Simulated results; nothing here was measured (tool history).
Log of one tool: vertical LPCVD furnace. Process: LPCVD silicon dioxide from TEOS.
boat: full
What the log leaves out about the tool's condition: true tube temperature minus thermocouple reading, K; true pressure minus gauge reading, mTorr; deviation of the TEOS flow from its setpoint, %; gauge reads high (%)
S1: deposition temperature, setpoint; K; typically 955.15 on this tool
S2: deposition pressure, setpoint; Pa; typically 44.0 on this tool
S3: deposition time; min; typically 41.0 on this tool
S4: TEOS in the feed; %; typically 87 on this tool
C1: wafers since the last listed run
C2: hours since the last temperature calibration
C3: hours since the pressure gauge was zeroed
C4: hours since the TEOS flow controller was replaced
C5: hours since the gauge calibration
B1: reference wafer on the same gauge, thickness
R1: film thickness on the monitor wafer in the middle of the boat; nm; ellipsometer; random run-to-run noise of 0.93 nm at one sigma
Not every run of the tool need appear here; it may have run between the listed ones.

run,day,S1,S2,S3,S4,C1,C2,C3,C4,C5,B1,R1
1,0.000,955.15,44.0,41.0,91,0,2503.3,2584.9,6384.1,120.4,251.14,246.04
2,2.500,955.15,38.0,41.0,87,671,2563.3,2644.9,6444.1,180.4,250.87,222.72
3,3.750,955.15,38.0,41.0,87,335,2593.3,2674.9,6474.1,210.4,251.22,223.88
4,5.475,955.15,38.0,41.0,87,463,2634.7,2716.3,6515.5,251.8,250.94,224.46
5,8.367,955.15,44.0,41.0,87,776,2704.1,2785.7,6584.9,321.2,251.03,242.97
6,9.400,955.15,44.0,41.0,87,277,2728.9,2810.5,6609.7,346.0,251.10,243.22
7,10.596,955.15,44.0,41.0,87,321,2757.6,2839.2,6638.4,374.7,251.07,244.91
8,12.392,955.15,44.0,41.0,87,482,2800.7,2882.3,6681.5,417.8,250.91,243.67
9,14.088,955.15,38.7,41.0,83,455,2841.4,2923.0,6722.2,458.5,250.73,226.01
# day 15.567: thermocouples replaced and temperature profile calibrated
10,15.921,964.15,44.0,28.5,87,223,8.5,2967.0,6766.2,502.5,250.92,188.16
11,17.325,944.15,52.7,49.0,95,377,42.2,3000.7,6799.9,536.2,251.01,229.47
12,19.046,946.15,50.0,47.5,93,462,83.5,3042.0,6841.2,577.5,251.10,224.51
# day 20.296: pressure gauge zeroed
13,20.317,944.15,52.7,49.0,95,72,114.0,0.5,6871.7,608.0,250.95,229.87
# day 22.608: TEOS flow controller replaced
14,22.825,955.15,44.0,41.0,87,405,174.2,60.7,5.2,668.2,251.17,220.75
# day 23.033: gauge calibrated
15,25.054,952.15,44.0,41.0,74,598,227.7,114.2,58.7,48.5,250.94,188.89
16,26.233,955.15,44.0,41.0,87,316,256.0,142.5,87.0,76.8,251.08,220.78
17,28.938,955.15,44.0,41.0,97,726,320.9,207.4,151.9,141.7,250.95,232.02
18,31.825,955.15,44.0,55.0,97,775,390.2,276.7,221.2,211.0,251.03,313.52

Here are 5 independent what-if runs from the current tool condition. What would each one return?
A,32.017,955.15,44.0,41.0,87,51,394.8,281.3,225.8,215.6,?,?
B,32.017,955.15,38.0,33.0,87,51,394.8,281.3,225.8,215.6,?,?
C,32.017,944.15,34.7,27.0,92,51,394.8,281.3,225.8,215.6,?,?
D,32.017,955.15,44.0,33.0,71,51,394.8,281.3,225.8,215.6,?,?
E,32.017,944.15,50.0,35.0,87,51,394.8,281.3,225.8,215.6,?,?

run,B1,R1
A,251.09,219.05
B,251.09,163.84
C,251.09,100.64
D,251.09,159.27
E,251.09,152.36
Had the tool no hidden state, the same runs would have come out as:
run,R1
A,218.02
B,163.08
C,100.16
D,158.53
E,151.64
